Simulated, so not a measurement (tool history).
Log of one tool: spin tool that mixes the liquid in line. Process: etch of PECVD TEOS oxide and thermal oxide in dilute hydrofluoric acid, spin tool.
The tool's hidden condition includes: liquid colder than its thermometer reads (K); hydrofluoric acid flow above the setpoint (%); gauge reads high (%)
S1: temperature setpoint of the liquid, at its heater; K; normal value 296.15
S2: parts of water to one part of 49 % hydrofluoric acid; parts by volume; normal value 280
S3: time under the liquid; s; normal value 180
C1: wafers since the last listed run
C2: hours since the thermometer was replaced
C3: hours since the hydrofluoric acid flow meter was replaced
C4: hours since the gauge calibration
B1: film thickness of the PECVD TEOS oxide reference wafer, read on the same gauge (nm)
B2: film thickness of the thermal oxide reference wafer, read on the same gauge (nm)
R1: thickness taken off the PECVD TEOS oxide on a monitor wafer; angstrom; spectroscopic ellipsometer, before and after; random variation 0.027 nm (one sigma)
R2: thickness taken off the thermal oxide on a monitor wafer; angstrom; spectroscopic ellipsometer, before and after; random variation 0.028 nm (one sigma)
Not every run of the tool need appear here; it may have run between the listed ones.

run,hour,S1,S2,S3,C1,C2,C3,C4,B1,B2,R1,R2
1,0.0,296.15,280,180,0,1307.4,299.0,465.5,49.99,60.010,73.4,21.18
2,33.4,296.15,280,180,176,1340.8,332.4,498.9,50.02,59.989,73.2,22.01
3,53.9,296.15,280,180,108,1361.3,352.9,519.4,49.97,59.983,73.2,21.62
# hour 56.0: gauge calibrated
4,69.7,296.15,280,240,83,1377.1,368.7,13.7,49.99,60.013,97.4,28.99
5,90.4,296.15,280,240,109,1397.8,389.4,34.4,50.00,59.995,97.8,27.89
6,124.4,296.15,280,180,179,1431.8,423.4,68.4,49.97,59.988,72.8,21.79
7,136.6,296.15,280,180,64,1444.0,435.6,80.6,49.99,59.948,73.1,21.26
8,150.1,296.15,340,210,71,1457.5,449.1,94.1,50.00,60.023,66.2,19.52
9,185.5,300.15,280,180,186,1492.9,484.5,129.5,50.02,59.998,84.5,24.59
10,218.1,298.15,365,180,172,1525.5,517.1,162.1,50.02,59.994,55.0,15.90
# hour 225.4: hydrofluoric acid flow meter replaced
11,233.6,292.15,215,180,76,1541.0,8.2,177.6,50.02,59.992,86.3,25.33
12,268.5,296.15,280,180,184,1575.9,43.1,212.5,50.02,60.013,72.4,21.12
# hour 293.0: thermometer replaced
13,304.0,296.15,220,180,182,11.0,78.6,248.0,49.99,60.009,103.7,30.40
14,324.6,294.15,400,180,108,31.6,99.2,268.6,50.00,59.999,44.9,13.37
15,350.6,291.15,150,130,137,57.6,125.2,294.6,50.03,60.013,96.9,28.47
16,385.4,296.15,385,180,183,92.4,160.0,329.4,50.01,60.007,50.2,15.06
17,427.8,293.65,280,215,223,134.8,202.4,371.8,50.01,60.013,82.8,24.71
18,441.5,291.15,280,180,72,148.5,216.1,385.5,49.97,59.993,63.5,18.21
19,477.4,298.65,280,180,189,184.4,252.0,421.4,50.03,60.026,83.0,23.89
20,490.4,300.15,420,210,68,197.4,265.0,434.4,49.96,60.018,59.0,17.60
21,507.7,296.15,280,135,91,214.7,282.3,451.7,49.97,60.007,56.8,16.47
# hour 517.8: gauge calibrated
22,539.1,292.15,280,180,165,246.1,313.7,21.3,50.00,60.017,65.1,19.51
23,560.0,298.15,160,270,110,267.0,334.6,42.2,49.99,59.990,241.8,70.53

Predict the results of run 24:
24,578.6,296.15,280,240,98,285.6,353.2,60.8,?,?,?,?

B1: 50.01
B2: 59.966
R1: 100.9 angstrom
R2: 29.70 angstrom
Without the tool's hidden state the same run would have given R1 103.2 angstrom, R2 30.38 angstrom.
